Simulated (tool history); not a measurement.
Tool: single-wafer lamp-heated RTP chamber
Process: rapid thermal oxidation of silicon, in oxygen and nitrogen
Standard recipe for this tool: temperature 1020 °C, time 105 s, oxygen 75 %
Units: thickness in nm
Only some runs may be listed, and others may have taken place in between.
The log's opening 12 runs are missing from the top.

run     day  temperature  time  oxygen  read-back reference wafer on the same gauge, thickness  thickness
     41.629  -- gauge calibrated
 13  41.862         1020   105      75                                                   8.015      8.675
 14  44.612         1020   105      75                                                   8.013      8.768
 15  46.433          998   105      75                                                   8.015      7.416
 16    48.3          998   105      75                                                   8.024      7.424
     50.358  -- pyrometer window cleaned and pyrometer calibrated
 17  50.379          998   105      75                                                   8.015      7.437
 18    51.8         1011   105      75                                                   8.029      8.125
 19  53.083         1035   105      75                                                   8.017      9.679
 20  54.654         1020   105      75                                                    8.03       8.78
 21  55.717         1000    89      94                                                   8.029      7.577
 22  58.388         1020   105      75                                                   8.014      8.698
 23  60.688         1042   105      83                                                   8.023     10.525
 24  62.392         1008   133      75                                                    8.02      8.902
 25  66.446         1020   105      75                                                   8.013      8.744
 26  68.658         1020   105      52                                                   8.021      7.692
       69.2  -- pyrometer window cleaned and pyrometer calibrated
 27  71.038         1020   105      75                                                   8.031      8.703
 28  72.204         1020   147      98                                                   8.027     11.184
 29  74.158         1020   105      75                                                    8.03      8.738
 30  77.038          999    70      75                                                   8.035      6.277
 31  78.642         1020   105      75                                                   8.028      8.767
 32  80.575         1009   125      49                                                    8.01      7.546
 33    81.8          997   128      63                                                   8.023      7.599
 34    83.1         1029   122      98                                                   8.013     10.971
     85.542  -- pyrometer window cleaned and pyrometer calibrated
 35  90.992         1003   120      49                                                   8.021      7.034
 36  93.062          993   135      75                                                   8.014      8.086

Forecast each of these 3 alternatives for the next run:
  A  93.079         1020   105      75                                                       ?          ?
  B  93.079         1009   147      51                                                       ?          ?
  C  93.079         1020   105      59                                                       ?          ?

run  read-back reference wafer on the same gauge, thickness  thickness
  A                                                   8.019      8.769
  B                                                   8.019      8.225
  C                                                   8.019       8.05
Take away the tool's hidden state, keep each run's random variation, and the runs would have read:
run  thickness
  A      8.769
  B      8.225
  C       8.05
